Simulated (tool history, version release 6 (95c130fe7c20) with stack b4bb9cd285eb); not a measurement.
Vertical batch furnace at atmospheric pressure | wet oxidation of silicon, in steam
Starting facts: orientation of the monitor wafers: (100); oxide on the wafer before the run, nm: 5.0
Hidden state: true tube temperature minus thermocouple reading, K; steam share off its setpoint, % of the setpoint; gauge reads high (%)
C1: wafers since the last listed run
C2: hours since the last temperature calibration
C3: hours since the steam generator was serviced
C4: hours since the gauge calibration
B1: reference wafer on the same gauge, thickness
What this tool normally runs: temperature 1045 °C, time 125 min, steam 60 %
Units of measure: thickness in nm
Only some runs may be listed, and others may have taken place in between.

{"run": 1, "hour": 0.0, "temperature": 1045, "time": 160, "steam": 62, "C1": 0, "C2": 4295.4, "C3": 868.7, "C4": 445, "B1": 566.72, "thickness": 803.79}
{"run": 2, "hour": 38.0, "temperature": 1045, "time": 160, "steam": 62, "C1": 532, "C2": 4333.4, "C3": 906.7, "C4": 483, "B1": 564.12, "thickness": 788.83}
{"run": 3, "hour": 53.7, "temperature": 1045, "time": 125, "steam": 60, "C1": 220, "C2": 4349.1, "C3": 922.4, "C4": 498.7, "B1": 565.32, "thickness": 672.01}
{"run": 4, "hour": 74.9, "temperature": 1045, "time": 125, "steam": 60, "C1": 297, "C2": 4370.3, "C3": 943.6, "C4": 519.9, "B1": 563.37, "thickness": 676.91}
{"run": 5, "hour": 98.5, "temperature": 1045, "time": 125, "steam": 60, "C1": 330, "C2": 4393.9, "C3": 967.2, "C4": 543.5, "B1": 566.21, "thickness": 672.52}
{"run": 6, "hour": 115.0, "temperature": 1045, "time": 125, "steam": 60, "C1": 231, "C2": 4410.4, "C3": 983.7, "C4": 560, "B1": 563.65, "thickness": 666.15}
{"run": 7, "hour": 150.2, "temperature": 1045, "time": 125, "steam": 60, "C1": 493, "C2": 4445.6, "C3": 1018.9, "C4": 595.2, "B1": 564.37, "thickness": 678.98}
{"run": 8, "hour": 177.7, "temperature": 1045, "time": 125, "steam": 60, "C1": 385, "C2": 4473.1, "C3": 1046.4, "C4": 622.7, "B1": 566.35, "thickness": 675.41}
{"run": 9, "hour": 207.6, "temperature": 1045, "time": 125, "steam": 60, "C1": 419, "C2": 4503, "C3": 1076.3, "C4": 652.6, "B1": 563.84, "thickness": 672.74}
{"run": 10, "hour": 237.5, "temperature": 1045, "time": 125, "steam": 60, "C1": 419, "C2": 4532.9, "C3": 1106.2, "C4": 682.5, "B1": 563.69, "thickness": 672.95}
{"run": 11, "hour": 254.3, "temperature": 1045, "time": 125, "steam": 60, "C1": 235, "C2": 4549.7, "C3": 1123, "C4": 699.3, "B1": 565.25, "thickness": 672.42}
{"run": 12, "hour": 278.3, "temperature": 1045, "time": 125, "steam": 60, "C1": 336, "C2": 4573.7, "C3": 1147, "C4": 723.3, "B1": 564.8, "thickness": 670.01}
{"run": 13, "hour": 298.4, "temperature": 1045, "time": 125, "steam": 60, "C1": 281, "C2": 4593.8, "C3": 1167.1, "C4": 743.4, "B1": 567.08, "thickness": 669.3}
{"run": 14, "hour": 319.8, "temperature": 1045, "time": 125, "steam": 60, "C1": 300, "C2": 4615.2, "C3": 1188.5, "C4": 764.8, "B1": 565.39, "thickness": 670.69}
{"run": 15, "hour": 331.9, "temperature": 1045, "time": 125, "steam": 60, "C1": 169, "C2": 4627.3, "C3": 1200.6, "C4": 776.9, "B1": 566.74, "thickness": 664.42}
{"run": 16, "hour": 365.5, "temperature": 1045, "time": 125, "steam": 60, "C1": 471, "C2": 4660.9, "C3": 1234.2, "C4": 810.5, "B1": 566.11, "thickness": 674.62}
{"run": 17, "hour": 383.9, "temperature": 1045, "time": 125, "steam": 60, "C1": 258, "C2": 4679.3, "C3": 1252.6, "C4": 828.9, "B1": 565.32, "thickness": 670.59}
{"run": 18, "hour": 416.7, "temperature": 1045, "time": 171, "steam": 60, "C1": 459, "C2": 4712.1, "C3": 1285.4, "C4": 861.7, "B1": 565.88, "thickness": 796.93}
{"run": 19, "hour": 433.8, "temperature": 1045, "time": 183, "steam": 49, "C1": 239, "C2": 4729.2, "C3": 1302.5, "C4": 878.8, "B1": 565.59, "thickness": 744.83}
{"hour": 488.5, "done": "steam generator serviced"}
{"run": 20, "hour": 489.0, "temperature": 1061, "time": 125, "steam": 50, "C1": 437, "C2": 4784.4, "C3": 0.5, "C4": 934, "B1": 565.79, "thickness": 673.88}
{"run": 21, "hour": 494.7, "temperature": 1056, "time": 147, "steam": 60, "C1": 79, "C2": 4790.1, "C3": 6.2, "C4": 939.7, "B1": 566.15, "thickness": 814.85}
{"run": 22, "hour": 506.7, "temperature": 1045, "time": 125, "steam": 60, "C1": 168, "C2": 4802.1, "C3": 18.2, "C4": 951.7, "B1": 564.88, "thickness": 704.56}
{"run": 23, "hour": 535.3, "temperature": 1045, "time": 125, "steam": 60, "C1": 401, "C2": 4830.7, "C3": 46.8, "C4": 980.3, "B1": 565.84, "thickness": 699.67}
{"run": 24, "hour": 551.6, "temperature": 1037, "time": 75.5, "steam": 67, "C1": 228, "C2": 4847, "C3": 63.1, "C4": 996.6, "B1": 564.94, "thickness": 529.67}
{"run": 25, "hour": 612.6, "temperature": 1045, "time": 125, "steam": 60, "C1": 855, "C2": 4908, "C3": 124.1, "C4": 1057.6, "B1": 566.7, "thickness": 688.99}
{"hour": 615.9, "done": "gauge calibrated"}
{"run": 26, "hour": 643.2, "temperature": 1064, "time": 164, "steam": 70, "C1": 429, "C2": 4938.6, "C3": 154.7, "C4": 27.3, "B1": 565.81, "thickness": 959.63}
{"hour": 699.8, "done": "thermocouples replaced and temperature profile calibrated"}
{"run": 27, "hour": 700.3, "temperature": 1034, "time": 96, "steam": 60, "C1": 464, "C2": 0.5, "C3": 211.8, "C4": 84.4, "B1": 564.93, "thickness": 556.81}
{"run": 28, "hour": 706.0, "temperature": 1034, "time": 166, "steam": 53, "C1": 79, "C2": 6.2, "C3": 217.5, "C4": 90.1, "B1": 564.78, "thickness": 717.34}
{"run": 29, "hour": 727.8, "temperature": 1023, "time": 125, "steam": 51, "C1": 305, "C2": 28, "C3": 239.3, "C4": 111.9, "B1": 565.03, "thickness": 557.34}
{"run": 30, "hour": 761.6, "temperature": 1053, "time": 145, "steam": 55, "C1": 473, "C2": 61.8, "C3": 273.1, "C4": 145.7, "B1": 564.54, "thickness": 747.01}
{"run": 31, "hour": 793.1, "temperature": 1035, "time": 68.5, "steam": 70, "C1": 441, "C2": 93.3, "C3": 304.6, "C4": 177.2, "B1": 565.49, "thickness": 492.62}
{"run": 32, "hour": 828.9, "temperature": 1045, "time": 91, "steam": 60, "C1": 502, "C2": 129.1, "C3": 340.4, "C4": 213, "B1": 565.41, "thickness": 566.16}
{"run": 33, "hour": 843.1, "temperature": 1045, "time": 125, "steam": 60, "C1": 199, "C2": 143.3, "C3": 354.6, "C4": 227.2, "B1": 563.94, "thickness": 688.23}
{"run": 34, "hour": 869.4, "temperature": 1065, "time": 125, "steam": 68, "C1": 368, "C2": 169.6, "C3": 380.9, "C4": 253.5, "B1": 565.49, "thickness": 805.34}
{"run": 35, "hour": 896.3, "temperature": 1055, "time": 167.5, "steam": 65, "C1": 377, "C2": 196.5, "C3": 407.8, "C4": 280.4, "B1": 563.98, "thickness": 894.34}

5 ways to go on from here, each from the tool as it stands after run 35. What would each give?
{"run": "A", "hour": 902.1, "temperature": 1067, "time": 125, "steam": 60, "C1": 81, "C2": 202.3, "C3": 413.6, "C4": 286.2, "B1": "?", "thickness": "?"}
{"run": "B", "hour": 902.1, "temperature": 1070, "time": 173, "steam": 65, "C1": 81, "C2": 202.3, "C3": 413.6, "C4": 286.2, "B1": "?", "thickness": "?"}
{"run": "C", "hour": 902.1, "temperature": 1045, "time": 142.5, "steam": 68, "C1": 81, "C2": 202.3, "C3": 413.6, "C4": 286.2, "B1": "?", "thickness": "?"}
{"run": "D", "hour": 902.1, "temperature": 1032, "time": 74, "steam": 69, "C1": 81, "C2": 202.3, "C3": 413.6, "C4": 286.2, "B1": "?", "thickness": "?"}
{"run": "E", "hour": 902.1, "temperature": 1045, "time": 153, "steam": 55, "C1": 81, "C2": 202.3, "C3": 413.6, "C4": 286.2, "B1": "?", "thickness": "?"}

run=A B1=564.68 thickness=751.61
run=B B1=564.68 thickness=958.13
run=C B1=564.68 thickness=788.08
run=D B1=564.68 thickness=497.15
run=E B1=564.68 thickness=725.06
Without the tool's hidden state the same runs would have given:
run=A thickness=773.98
run=B thickness=985.87
run=C thickness=812.03
run=D thickness=513.53
run=E thickness=747.32
